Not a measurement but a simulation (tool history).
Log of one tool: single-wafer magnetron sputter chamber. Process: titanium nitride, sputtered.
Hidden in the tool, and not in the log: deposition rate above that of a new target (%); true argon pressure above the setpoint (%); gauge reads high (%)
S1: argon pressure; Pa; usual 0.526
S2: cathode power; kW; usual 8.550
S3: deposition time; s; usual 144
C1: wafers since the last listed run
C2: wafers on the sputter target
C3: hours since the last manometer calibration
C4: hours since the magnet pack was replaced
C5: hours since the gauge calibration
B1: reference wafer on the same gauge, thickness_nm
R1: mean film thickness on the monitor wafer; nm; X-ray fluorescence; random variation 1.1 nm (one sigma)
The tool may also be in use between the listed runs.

Run 1, hour 0.0: usual settings but S3 151 s; C1 0; C2 4091; C3 1007.5; C4 6170.4; C5 40.9; B1 220.708. Result: R1 236.702 nm.
Run 2, hour 32.1: usual settings but S3 151 s; C1 233; C2 4324; C3 1039.6; C4 6202.5; C5 73.0; B1 221.006. Result: R1 235.326 nm.
Run 3, hour 65.6: usual settings; C1 243; C2 4567; C3 1073.1; C4 6236.0; C5 106.5; B1 220.576. Result: R1 223.793 nm.
Run 4, hour 95.0: usual settings; C1 213; C2 4781; C3 1102.5; C4 6265.4; C5 135.9; B1 220.984. Result: R1 222.486 nm.
Run 5, hour 124.9: usual settings; C1 217; C2 4998; C3 1132.4; C4 6295.3; C5 165.8; B1 221.549. Result: R1 221.631 nm.
Run 6, hour 153.0: usual settings; C1 204; C2 5202; C3 1160.5; C4 6323.4; C5 193.9; B1 220.952. Result: R1 224.077 nm.
Run 7, hour 203.4: usual settings; C1 366; C2 5568; C3 1210.9; C4 6373.8; C5 244.3; B1 221.423. Result: R1 219.569 nm.
Run 8, hour 264.2: usual settings but S3 155 s; C1 441; C2 6010; C3 1271.7; C4 6434.6; C5 305.1; B1 221.009. Result: R1 234.516 nm.
Run 9, hour 318.2: usual settings but S1 0.455 Pa; C1 392; C2 6402; C3 1325.7; C4 6488.6; C5 359.1; B1 221.549. Result: R1 220.531 nm.
At hour 354.3: gauge calibrated.
Run 10, hour 354.6: usual settings; C1 264; C2 6667; C3 1362.1; C4 6525.0; C5 0.3; B1 221.183. Result: R1 215.719 nm.
At hour 365.7: magnet pack replaced.
At hour 455.4: capacitance manometer re-zeroed and calibrated.
Run 11, hour 472.4: usual settings but S2 9.800 kW; C1 739; C2 7406; C3 17.0; C4 106.7; C5 118.1; B1 220.915. Result: R1 243.038 nm.
At hour 491.6: sputter target and shields replaced.
Run 12, hour 498.1: usual settings but S2 7.300 kW, S3 163 s; C1 128; C2 47; C3 42.7; C4 132.4; C5 143.8; B1 221.036. Result: R1 223.774 nm.

Run 13 comes next. What will it give?
Run 13, hour 617.6: usual settings but S1 0.670 Pa; C1 868; C2 915; C3 162.2; C4 251.9; C5 263.3; B1 ?. Result: R1 ?.

Run 13 gave B1 221.041, R1 224.026 nm.
Without the tool's hidden state the same run would have given R1 226.527 nm.
